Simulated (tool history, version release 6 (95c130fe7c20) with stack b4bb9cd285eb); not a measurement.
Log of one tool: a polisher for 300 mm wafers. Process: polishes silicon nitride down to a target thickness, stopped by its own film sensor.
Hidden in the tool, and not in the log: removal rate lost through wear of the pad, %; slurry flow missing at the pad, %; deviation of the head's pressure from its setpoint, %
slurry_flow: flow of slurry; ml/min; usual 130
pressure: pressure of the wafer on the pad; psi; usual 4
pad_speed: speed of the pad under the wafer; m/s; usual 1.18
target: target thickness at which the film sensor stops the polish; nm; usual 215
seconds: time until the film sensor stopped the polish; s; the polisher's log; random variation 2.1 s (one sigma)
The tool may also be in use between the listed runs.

run,hour,slurry_flow,pressure,pad_speed,target,wafers since the last listed run,wafers polished on this pad,hours since the slurry nozzle was cleaned,hours since the head pressure was calibrated,"incoming thickness of the incoming film, nm",seconds
1,0,130,4,1.42,215,0,1069,346.6,412,433.8,103
2,52.3,130,4,1.42,215,376,1445,398.9,464.3,429.2,99.5
3,120.4,130,4,1.42,215,489,1935,467,532.4,429.2,100.9
# hour 137.6: worn pad replaced by a new one
# hour 138.3: slurry nozzle cleaned
4,171.1,130,4,1.18,255,330,235,32.8,583.1,435.8,100.1
5,202,130,4,1.18,215,222,458,63.7,614,425.1,117.4
6,408.3,130,4,1.18,215,1483,1941,270,820.3,431.3,118.7
7,458.1,130,4,1.18,215,358,2299,319.8,870.1,426.1,117.2
# hour 477.4: worn pad replaced by a new one
8,513.4,130,4,1.18,215,368,259,375.1,925.4,431.1,121
# hour 670.6: slurry nozzle cleaned
9,671.1,130,4,1.18,215,1127,1386,0.5,1083.1,427.1,119.9
10,697.1,130,4,0.96,215,186,1573,26.5,1109.1,428.8,142.2
# hour 738.3: head pressure recalibrated
11,755.3,130,4,0.96,215,404,1977,84.7,17,428.8,132
12,795.9,130,4,1.36,215,291,2269,125.3,57.6,431.1,98.9
# hour 815.9: worn pad replaced by a new one
13,863.8,130,4.6,1.52,215,459,344,193.2,125.5,430.8,81.2
14,1038,160,4,1.18,215,1252,1597,367.4,299.7,430.7,110.3
15,1095.7,130,4,0.84,234,414,2012,425.1,357.4,424.5,132.2
16,1131.9,160,4,1.18,215,260,2272,461.3,393.6,424,105.4
# hour 1146.4: slurry nozzle cleaned
# hour 1152.8: worn pad replaced by a new one
17,1197.7,105,4,1.5,215,437,322,51.3,459.4,428.5,100.8
18,1266.4,155,4,0.86,215,494,816,120,528.1,427.3,143.7
19,1309.6,130,4,1.18,215,310,1127,163.2,571.3,431.9,114.1
20,1344.3,130,4,1.18,215,249,1377,197.9,606,436.1,120
21,1401.4,130,3,1.52,255,410,1787,255,663.1,427.4,103.7
22,1446.3,130,3.2,1.58,215,322,2110,299.9,708,437.8,122.2

Forecast run 23:
# hour 1455: worn pad replaced by a new one
23,1479.1,130,4,1.18,215,207,173,332.7,740.8,432.1,?

Run 23 gave seconds 121.6 s.
Without the tool's hidden state the same run would have given seconds 114.1 s.
